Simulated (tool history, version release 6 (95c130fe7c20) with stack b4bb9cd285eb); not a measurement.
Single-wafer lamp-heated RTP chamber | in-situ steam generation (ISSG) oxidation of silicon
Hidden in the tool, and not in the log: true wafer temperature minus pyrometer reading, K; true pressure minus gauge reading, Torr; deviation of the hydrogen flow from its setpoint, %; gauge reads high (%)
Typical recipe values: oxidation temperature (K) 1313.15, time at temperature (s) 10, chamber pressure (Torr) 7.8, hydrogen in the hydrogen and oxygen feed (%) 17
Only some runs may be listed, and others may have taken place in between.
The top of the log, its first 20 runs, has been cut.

run    hour  oxidation temperature (K)  time at temperature (s)  chamber pressure (Torr)  hydrogen in the hydrogen and oxygen feed (%)  wafers since the last listed run  wafers since the last pyrometer calibration  hours since the pressure gauge was zeroed  hours since the hydrogen flow controller was replaced  hours since the gauge calibration  read-back reference wafer on the same gauge, thickness  oxide thickness on the monitor wafer (nm)
 21  1672.5                    1332.15                        7                      9.2                                            13                               857                                         3015                                     3951.4                                                  524.8                              294.3                                                   3.731                                      3.657
 22  1720.3                    1313.15                       10                      6.9                                            24                               645                                         3661                                     3999.2                                                  572.6                              342.1                                                   3.731                                      4.674
 23  1819.3                    1301.15                       12                      7.8                                            17                              1336                                         4997                                     4098.2                                                  671.6                              441.1                                                   3.730                                      4.470
 24  1921.0                    1313.15                       13                      7.8                                            17                              1373                                         6370                                     4199.9                                                  773.3                              542.8                                                   3.730                                      4.917
     1962.0  -- pyrometer window cleaned and pyrometer calibrated
     1980.5  -- pressure gauge zeroed
 25  1981.0                    1325.15                       13                      7.8                                            17                               594                                          149                                        0.5                                                  833.3                              602.8                                                   3.729                                      5.121
 26  2052.0                    1305.15                       10                      7.8                                            17                               958                                         1107                                       71.5                                                  904.3                              673.8                                                   3.729                                      4.122
 27  2143.9                    1313.15                        7                      7.8                                            17                              1240                                         2348                                      163.4                                                  996.2                              765.7                                                   3.728                                      3.611
 28  2245.8                    1313.15                       10                      7.8                                            17                              1375                                         3724                                      265.3                                                 1098.1                              867.6                                                   3.730                                      4.274
 29  2298.0                    1313.15                       13                      7.8                                            17                               704                                         4428                                      317.5                                                 1150.3                              919.8                                                   3.730                                      4.853
 30  2403.4                    1307.15                       10                      7.8                                            17                              1422                                         5851                                      422.9                                                 1255.7                             1025.2                                                   3.730                                      4.190
 31  2465.6                    1313.15                       10                      7.8                                            12                               839                                         6691                                      485.1                                                 1317.9                             1087.4                                                   3.732                                      3.948
     2490.4  -- pyrometer window cleaned and pyrometer calibrated
 32  2541.0                    1313.15                       10                      7.8                                            17                               909                                          683                                      560.5                                                 1393.3                             1162.8                                                   3.731                                      4.238

Branching from run 32: 3 alternative next runs. What would each branch give?
  A  2541.4                    1313.15                       10                      7.8                                            17                                 5                                          688                                      560.9                                                 1393.7                             1163.2                                                       ?                                          ?
  B  2541.4                    1324.15                       10                      7.8                                            17                                 5                                          688                                      560.9                                                 1393.7                             1163.2                                                       ?                                          ?
  C  2541.4                    1319.15                       10                      6.9                                            11                                 5                                          688                                      560.9                                                 1393.7                             1163.2                                                       ?                                          ?

run  read-back reference wafer on the same gauge, thickness  oxide thickness on the monitor wafer (nm)
  A                                                   3.730                                      4.229
  B                                                   3.730                                      4.441
  C                                                   3.730                                      3.870
Had the tool no hidden state, the same runs would have come out as:
run  oxide thickness on the monitor wafer (nm)
  A                                      4.234
  B                                      4.446
  C                                      3.875

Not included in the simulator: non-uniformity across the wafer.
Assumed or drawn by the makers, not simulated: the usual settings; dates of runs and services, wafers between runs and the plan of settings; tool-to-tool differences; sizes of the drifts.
